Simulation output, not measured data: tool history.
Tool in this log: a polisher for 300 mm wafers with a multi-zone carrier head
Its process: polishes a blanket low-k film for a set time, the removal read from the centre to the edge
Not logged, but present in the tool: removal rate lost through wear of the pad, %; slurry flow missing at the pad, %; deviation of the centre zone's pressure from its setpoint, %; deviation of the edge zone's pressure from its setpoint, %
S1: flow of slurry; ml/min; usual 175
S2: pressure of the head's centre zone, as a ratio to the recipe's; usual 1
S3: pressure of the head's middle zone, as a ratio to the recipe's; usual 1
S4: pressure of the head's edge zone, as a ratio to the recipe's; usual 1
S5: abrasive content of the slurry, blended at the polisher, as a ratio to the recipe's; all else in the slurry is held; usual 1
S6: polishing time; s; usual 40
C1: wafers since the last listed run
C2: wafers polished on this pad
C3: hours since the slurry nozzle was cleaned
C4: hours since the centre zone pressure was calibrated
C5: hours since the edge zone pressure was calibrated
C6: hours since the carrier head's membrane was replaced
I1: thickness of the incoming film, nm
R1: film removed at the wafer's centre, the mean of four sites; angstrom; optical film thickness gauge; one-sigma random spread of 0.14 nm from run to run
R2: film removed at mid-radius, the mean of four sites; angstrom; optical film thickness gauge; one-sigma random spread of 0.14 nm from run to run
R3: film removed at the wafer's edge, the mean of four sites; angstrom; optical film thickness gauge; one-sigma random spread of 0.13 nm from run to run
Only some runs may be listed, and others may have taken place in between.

Run 1, hour 0: usual settings but S2 0.92, S4 0.91; C1 0; C2 1476; C3 8.8; C4 583.3; C5 964.7; C6 777.9; I1 629.5. Result: R1 113 angstrom, R2 129 angstrom, R3 126 angstrom.
At hour 2.4: centre zone pressure recalibrated.
At hour 6.4: edge zone pressure recalibrated.
At hour 204.6: worn pad replaced by a new one.
Run 2, hour 259.1: usual settings; C1 2573; C2 558; C3 267.9; C4 256.7; C5 252.7; C6 1037; I1 634.9. Result: R1 130 angstrom, R2 128 angstrom, R3 133 angstrom.
Run 3, hour 322: usual settings but S3 1.03, S4 1.05; C1 644; C2 1202; C3 330.8; C4 319.6; C5 315.6; C6 1099.9; I1 638.4. Result: R1 128 angstrom, R2 132 angstrom, R3 132 angstrom.
Run 4, hour 393.7: usual settings but S3 1.03, S4 1.05; C1 734; C2 1937; C3 402.5; C4 391.3; C5 387.3; C6 1171.6; I1 640.6. Result: R1 124 angstrom, R2 131 angstrom, R3 133 angstrom.
Run 5, hour 442.5: usual settings; C1 500; C2 2437; C3 451.3; C4 440.1; C5 436.1; C6 1220.4; I1 640.4. Result: R1 123 angstrom, R2 125 angstrom, R3 131 angstrom.
Run 6, hour 503.7: usual settings; C1 627; C2 3064; C3 512.5; C4 501.3; C5 497.3; C6 1281.6; I1 633.2. Result: R1 121 angstrom, R2 127 angstrom, R3 130 angstrom.
At hour 556.3: worn pad replaced by a new one.
Run 7, hour 584.9: usual settings; C1 791; C2 293; C3 593.7; C4 582.5; C5 578.5; C6 1362.8; I1 647. Result: R1 119 angstrom, R2 125 angstrom, R3 129 angstrom.
At hour 620.9: slurry nozzle cleaned.
At hour 709.9: centre zone pressure recalibrated.
Run 8, hour 725.9: usual settings; C1 1414; C2 1707; C3 105; C4 16; C5 719.5; C6 1503.8; I1 635.2. Result: R1 133 angstrom, R2 131 angstrom, R3 133 angstrom.
At hour 746.6: carrier head's membrane replaced by a new one.
Run 9, hour 809.8: usual settings; C1 808; C2 2515; C3 188.9; C4 99.9; C5 803.4; C6 63.2; I1 636.3. Result: R1 132 angstrom, R2 133 angstrom, R3 133 angstrom.
Run 10, hour 855.9: usual settings; C1 472; C2 2988; C3 235; C4 146; C5 849.5; C6 109.3; I1 638.3. Result: R1 131 angstrom, R2 128 angstrom, R3 131 angstrom.
At hour 894.1: worn pad replaced by a new one.
Run 11, hour 903.1: usual settings but S4 0.93; C1 442; C2 91; C3 282.2; C4 193.2; C5 896.7; C6 156.5; I1 644.9. Result: R1 130 angstrom, R2 132 angstrom, R3 126 angstrom.
At hour 912.8: edge zone pressure recalibrated.
Run 12, hour 993.9: usual settings but S6 28 s; C1 909; C2 1001; C3 373; C4 284; C5 81.1; C6 247.3; I1 640.4. Result: R1 91 angstrom, R2 91 angstrom, R3 94 angstrom.
Run 13, hour 1078.4: usual settings but S1 150 ml/min, S3 1.12, S4 0.9; C1 865; C2 1867; C3 457.5; C4 368.5; C5 165.6; C6 331.8; I1 633.5. Result: R1 119 angstrom, R2 136 angstrom, R3 122 angstrom.
Run 14, hour 1125.7: usual settings but S1 190 ml/min; C1 484; C2 2352; C3 504.8; C4 415.8; C5 212.9; C6 379.1; I1 646.4. Result: R1 124 angstrom, R2 129 angstrom, R3 133 angstrom.
Run 15, hour 1175.7: usual settings but S6 28 s; C1 512; C2 2864; C3 554.8; C4 465.8; C5 262.9; C6 429.1; I1 643.4. Result: R1 84 angstrom, R2 88 angstrom, R3 91 angstrom.
At hour 1248.1: slurry nozzle cleaned.
At hour 1249.5: worn pad replaced by a new one.
Run 16, hour 1274.1: usual settings; C1 983; C2 251; C3 26; C4 564.2; C5 361.3; C6 527.5; I1 637.1. Result: R1 122 angstrom, R2 130 angstrom, R3 134 angstrom.
Run 17, hour 1363.2: usual settings but S1 120 ml/min, S2 0.96, S3 0.92, S4 1.1; C1 913; C2 1165; C3 115.1; C4 653.3; C5 450.4; C6 616.6; I1 648.9. Result: R1 104 angstrom, R2 113 angstrom, R3 129 angstrom.
At hour 1382.4: centre zone pressure recalibrated.
Run 18, hour 1442.8: usual settings but S1 235 ml/min; C1 795; C2 1960; C3 194.7; C4 60.4; C5 530; C6 696.2; I1 645. Result: R1 140 angstrom, R2 136 angstrom, R3 138 angstrom.
Run 19, hour 1485: usual settings; C1 432; C2 2392; C3 236.9; C4 102.6; C5 572.2; C6 738.4; I1 640.5. Result: R1 137 angstrom, R2 129 angstrom, R3 133 angstrom.
Run 20, hour 1571.8: usual settings but S1 195 ml/min, S2 0.89, S4 0.93, S6 32 s; C1 889; C2 3282; C3 323.7; C4 189.4; C5 659; C6 825.2; I1 652.6. Result: R1 95 angstrom, R2 105 angstrom, R3 104 angstrom.

Predict each of these 5 candidate next runs independently; none follows another, all start after run 20:
Run A, hour 1572.2: usual settings; C1 4; C2 3286; C3 324.1; C4 189.8; C5 659.4; C6 825.6; I1 642.5. Result: R1 ?, R2 ?, R3 ?.
Run B, hour 1572.2: usual settings but S2 1.08, S4 1.07; C1 4; C2 3286; C3 324.1; C4 189.8; C5 659.4; C6 825.6; I1 642.5. Result: R1 ?, R2 ?, R3 ?.
Run C, hour 1572.2: usual settings but S2 1.04, S3 0.89, S4 0.91; C1 4; C2 3286; C3 324.1; C4 189.8; C5 659.4; C6 825.6; I1 642.5. Result: R1 ?, R2 ?, R3 ?.
Run D, hour 1572.2: usual settings but S1 125 ml/min; C1 4; C2 3286; C3 324.1; C4 189.8; C5 659.4; C6 825.6; I1 642.5. Result: R1 ?, R2 ?, R3 ?.
Run E, hour 1572.2: usual settings but S5 1.15; C1 4; C2 3286; C3 324.1; C4 189.8; C5 659.4; C6 825.6; I1 642.5. Result: R1 ?, R2 ?, R3 ?.

run   R1   R2   R3
  A  131  127  133
  B  142  127  137
  C  136  116  128
  D  122  119  127
  E  142  139  145
Take away the tool's hidden state, keep each run's random variation, and the runs would have read:
run   R1   R2   R3
  A  137  130  135
  B  148  130  139
  C  142  118  130
  D  128  122  129
  E  149  141  147

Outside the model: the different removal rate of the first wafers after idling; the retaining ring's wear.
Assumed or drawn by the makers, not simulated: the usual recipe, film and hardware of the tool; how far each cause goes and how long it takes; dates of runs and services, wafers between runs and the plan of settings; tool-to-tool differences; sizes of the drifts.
